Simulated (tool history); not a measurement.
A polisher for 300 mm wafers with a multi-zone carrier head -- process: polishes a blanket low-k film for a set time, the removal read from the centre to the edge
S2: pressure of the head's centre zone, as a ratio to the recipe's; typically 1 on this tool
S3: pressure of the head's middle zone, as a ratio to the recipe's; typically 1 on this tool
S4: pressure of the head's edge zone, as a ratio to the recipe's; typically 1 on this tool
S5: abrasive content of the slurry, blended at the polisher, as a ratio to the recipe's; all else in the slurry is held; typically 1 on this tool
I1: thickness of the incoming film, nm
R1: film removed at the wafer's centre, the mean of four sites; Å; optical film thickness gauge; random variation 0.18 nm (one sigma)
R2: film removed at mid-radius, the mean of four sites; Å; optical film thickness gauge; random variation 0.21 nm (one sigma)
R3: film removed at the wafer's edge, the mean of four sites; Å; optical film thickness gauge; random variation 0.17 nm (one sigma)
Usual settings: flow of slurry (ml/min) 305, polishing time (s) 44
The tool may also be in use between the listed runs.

run 1 day=0 | flow_of_slurry_(ml/min)=280 S2=1 S3=1 S4=1.11 S5=0.75 polishing_time_(s)=44 | I1=708.8 | R1=124 R2=118 R3=129
run 2 day=2.988 | flow_of_slurry_(ml/min)=305 S2=1 S3=1 S4=1 S5=0.9 polishing_time_(s)=44 | I1=704.2 | R1=139 R2=137 R3=142
run 3 day=5.438 | flow_of_slurry_(ml/min)=305 S2=1 S3=1 S4=1.08 S5=1 polishing_time_(s)=44 | I1=708.5 | R1=148 R2=145 R3=161
run 4 day=7.188 | flow_of_slurry_(ml/min)=305 S2=1 S3=1 S4=1.09 S5=1 polishing_time_(s)=37 | I1=704.6 | R1=124 R2=125 R3=133
run 5 day=10.221 | flow_of_slurry_(ml/min)=305 S2=1 S3=1.1 S4=1 S5=1.1 polishing_time_(s)=52 | I1=701.6 | R1=180 R2=199 R3=192
run 6 day=11.758 | flow_of_slurry_(ml/min)=305 S2=1 S3=1 S4=1 S5=0.9 polishing_time_(s)=44 | I1=710.2 | R1=134 R2=134 R3=141
-- day=13.954 carrier head's membrane replaced by a new one
run 7 day=13.975 | flow_of_slurry_(ml/min)=305 S2=1 S3=1 S4=1.11 S5=1 polishing_time_(s)=44 | I1=702.5 | R1=143 R2=147 R3=159
-- day=14.912 slurry nozzle cleaned
run 8 day=16.762 | flow_of_slurry_(ml/min)=305 S2=1 S3=1 S4=1 S5=1 polishing_time_(s)=44 | I1=700.7 | R1=142 R2=152 R3=153
run 9 day=18.35 | flow_of_slurry_(ml/min)=305 S2=1 S3=1 S4=1.05 S5=1 polishing_time_(s)=44 | I1=710.9 | R1=144 R2=146 R3=156
-- day=18.571 edge zone pressure recalibrated
run 10 day=21.546 | flow_of_slurry_(ml/min)=305 S2=1 S3=1 S4=1 S5=1 polishing_time_(s)=44 | I1=700.7 | R1=142 R2=145 R3=154
run 11 day=23.192 | flow_of_slurry_(ml/min)=305 S2=1 S3=0.91 S4=1 S5=1 polishing_time_(s)=44 | I1=703.8 | R1=141 R2=139 R3=150
run 12 day=25.325 | flow_of_slurry_(ml/min)=205 S2=1 S3=0.9 S4=1.03 S5=1 polishing_time_(s)=36 | I1=708 | R1=109 R2=105 R3=121
run 13 day=29.221 | flow_of_slurry_(ml/min)=365 S2=0.93 S3=1 S4=1.11 S5=1 polishing_time_(s)=37 | I1=718.8 | R1=118 R2=125 R3=136
-- day=31.321 worn pad replaced by a new one
run 14 day=33.633 | flow_of_slurry_(ml/min)=305 S2=1 S3=1 S4=1.07 S5=1 polishing_time_(s)=44 | I1=711.8 | R1=138 R2=143 R3=156
run 15 day=37.246 | flow_of_slurry_(ml/min)=305 S2=1 S3=1 S4=1 S5=1 polishing_time_(s)=44 | I1=699.5 | R1=140 R2=148 R3=153
-- day=40.404 centre zone pressure recalibrated
run 16 day=41.417 | flow_of_slurry_(ml/min)=275 S2=1 S3=1 S4=0.95 S5=0.8 polishing_time_(s)=53 | I1=704.6 | R1=151 R2=147 R3=152
run 17 day=43.325 | flow_of_slurry_(ml/min)=305 S2=1 S3=1 S4=1 S5=1 polishing_time_(s)=44 | I1=707.7 | R1=145 R2=144 R3=152
run 18 day=46.858 | flow_of_slurry_(ml/min)=305 S2=0.91 S3=1.09 S4=1 S5=1 polishing_time_(s)=44 | I1=710.3 | R1=139 R2=159 R3=152
-- day=48.512 slurry nozzle cleaned
run 19 day=49.096 | flow_of_slurry_(ml/min)=305 S2=1 S3=1 S4=1 S5=1 polishing_time_(s)=44 | I1=710.2 | R1=142 R2=146 R3=155
run 20 day=50.992 | flow_of_slurry_(ml/min)=225 S2=1.06 S3=1 S4=0.96 S5=0.7 polishing_time_(s)=44 | I1=717.1 | R1=107 R2=107 R3=111
run 21 day=54.008 | flow_of_slurry_(ml/min)=390 S2=1 S3=1.05 S4=0.89 S5=1 polishing_time_(s)=44 | I1=712.2 | R1=148 R2=158 R3=148

Exercise: give the hidden state of the tool at every run:
removal rate lost through wear of the pad, %: 0 on each run
slurry flow missing at the pad, %: 0 on each run
deviation of the edge zone's pressure from its setpoint, %: 0 on each run
H1: deviation of the centre zone's pressure from its setpoint, %
run=1 H1=-1.2
run=2 H1=-3.29
run=3 H1=-4.7
run=4 H1=-5.56
run=5 H1=-6.82
run=6 H1=-7.36
run=7 H1=-8.04
run=8 H1=-8.75
run=9 H1=-9.1
run=10 H1=-9.69
run=11 H1=-9.94
run=12 H1=-10.2
run=13 H1=-10.7
run=14 H1=-11
run=15 H1=-11.2
run=16 H1=-1.88
run=17 H1=-3.4
run=18 H1=-5.7
run=19 H1=-6.89
run=20 H1=-7.75
run=21 H1=-8.9

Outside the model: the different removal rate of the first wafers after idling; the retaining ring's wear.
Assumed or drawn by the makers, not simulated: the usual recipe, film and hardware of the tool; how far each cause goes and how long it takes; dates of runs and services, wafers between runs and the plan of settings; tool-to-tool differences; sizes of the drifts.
